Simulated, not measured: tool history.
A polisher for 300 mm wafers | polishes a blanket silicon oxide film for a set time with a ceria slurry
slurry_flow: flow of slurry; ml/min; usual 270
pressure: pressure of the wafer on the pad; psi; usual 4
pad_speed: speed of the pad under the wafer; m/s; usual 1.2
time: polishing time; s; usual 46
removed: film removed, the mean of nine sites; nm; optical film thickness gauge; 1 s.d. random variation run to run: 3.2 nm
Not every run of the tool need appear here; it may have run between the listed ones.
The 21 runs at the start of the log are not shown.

run	hour	slurry_flow	pressure	pad_speed	time	incoming thickness of the incoming film, nm	removed
22	1578.6	270	4.4	1.34	46	928	276.6
# hour 1607.9: slurry nozzle cleaned
23	1623.1	270	4	1.4	46	929.6	277.1
24	1707.1	310	4	1.04	46	928.6	207.3
25	1791.2	270	2.6	1.2	56	913.5	181.1
26	1843	350	4	1.52	36	918.3	228.7
# hour 1888.5: head pressure recalibrated
27	1905.6	270	4	1.2	46	909.2	230.1
28	2005.9	345	5.2	1.46	37	932.3	280.6
29	2067.2	270	4.4	1.54	46	909.6	306.8
30	2158	240	2.7	1.34	46	922.5	163.7
# hour 2196.3: worn pad replaced by a new one
31	2236	270	4	1.2	46	920.8	235.8
32	2305.8	270	3.1	1.3	34	918.2	141.8
# hour 2347: slurry nozzle cleaned
33	2403.8	270	4	1.2	39	916.6	204.6
34	2496.8	305	4	0.9	46	917.1	186.5
# hour 2605.8: head pressure recalibrated
35	2770.7	270	4	1.2	46	909.5	223.5
36	2842.7	270	4.4	1.2	46	929.9	248

Here are 5 independent what-if runs from the current tool condition. What would each one return?
A	2843.1	270	4	0.88	46	916.1	?
B	2843.1	230	4	1.32	46	916.1	?
C	2843.1	335	4	1.2	46	916.1	?
D	2843.1	355	4	1.2	38	916.1	?
E	2843.1	270	4.8	1.2	46	916.1	?

run	removed
A	170.3
B	235.7
C	228.9
D	190.5
E	266.7
Take away the tool's hidden state, keep each run's random variation, and the runs would have read:
run	removed
A	194.7
B	272
C	258.9
D	214.8
E	304.9
